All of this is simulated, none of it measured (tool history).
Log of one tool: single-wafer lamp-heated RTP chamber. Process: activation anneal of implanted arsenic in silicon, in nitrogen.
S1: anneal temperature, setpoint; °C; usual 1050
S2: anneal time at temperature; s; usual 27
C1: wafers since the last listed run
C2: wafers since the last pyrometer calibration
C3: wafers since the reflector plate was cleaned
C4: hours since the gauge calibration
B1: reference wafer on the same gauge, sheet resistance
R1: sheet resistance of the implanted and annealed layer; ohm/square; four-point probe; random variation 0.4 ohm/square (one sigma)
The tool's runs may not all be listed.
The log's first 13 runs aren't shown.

run,hour,S1,S2,C1,C2,C3,C4,B1,R1
14,830.1,1066,14,654,2295,3399,451.9,161.86,197.44
15,859.7,1050,27,350,2646,3749,481.5,161.93,195.23
16,915.6,1028,36,662,3308,4411,537.4,161.94,196.29
17,949.7,1028,36,403,3712,4815,571.5,162.11,197.57
18,981.0,1028,27,370,4082,5186,602.8,162.04,199.55
19,1051.2,1021,20,831,4914,6017,673.0,162.30,203.78
20,1093.7,1072,33,503,5417,6521,715.5,162.30,188.28
21,1146.8,1071,39,628,6046,7149,768.6,162.30,186.62
# hour 1161.0: reflector plate cleaned
# hour 1190.2: pyrometer window cleaned and pyrometer calibrated
22,1201.0,1063,33,452,127,378,822.8,162.51,190.93
23,1259.1,1030,38,688,815,1066,880.9,162.68,196.72
24,1302.0,1035,27,508,1323,1574,923.8,162.79,198.60
25,1371.3,1076,39,820,2144,2395,993.1,163.03,186.88
26,1399.2,1023,18,330,2475,2725,1021.0,163.11,204.47
27,1455.0,1026,35,660,3135,3386,1076.8,163.16,198.74
28,1526.9,1072,21,851,3987,4238,1148.7,163.54,194.19
29,1552.5,1050,27,303,4290,4541,1174.3,163.55,196.70
# hour 1567.0: gauge calibrated
30,1583.9,1050,27,371,4662,4913,16.9,161.39,194.30
31,1623.4,1075,27,467,5130,5381,56.4,161.43,188.53
32,1680.4,1050,33,675,5805,6056,113.4,161.41,192.24
33,1712.8,1021,15,383,6189,6439,145.8,161.44,204.28
34,1740.4,1050,27,326,6515,6766,173.4,161.40,193.85
# hour 1752.3: pyrometer window cleaned and pyrometer calibrated
35,1779.4,1050,27,367,320,7133,212.4,161.45,194.20

Forecast each of these 5 alternatives for the next run:
A,1779.8,1064,27,4,325,7138,212.8,?,?
B,1779.8,1024,16,4,325,7138,212.8,?,?
C,1779.8,1050,12,4,325,7138,212.8,?,?
D,1779.8,1035,13,4,325,7138,212.8,?,?
E,1779.8,1050,13,4,325,7138,212.8,?,?

run,B1,R1
A,161.40,192.19
B,161.40,204.76
C,161.40,202.43
D,161.40,204.43
E,161.40,201.77
Without the tool's hidden state the same runs would have given:
run,R1
A,191.65
B,204.20
C,201.87
D,203.87
E,201.21

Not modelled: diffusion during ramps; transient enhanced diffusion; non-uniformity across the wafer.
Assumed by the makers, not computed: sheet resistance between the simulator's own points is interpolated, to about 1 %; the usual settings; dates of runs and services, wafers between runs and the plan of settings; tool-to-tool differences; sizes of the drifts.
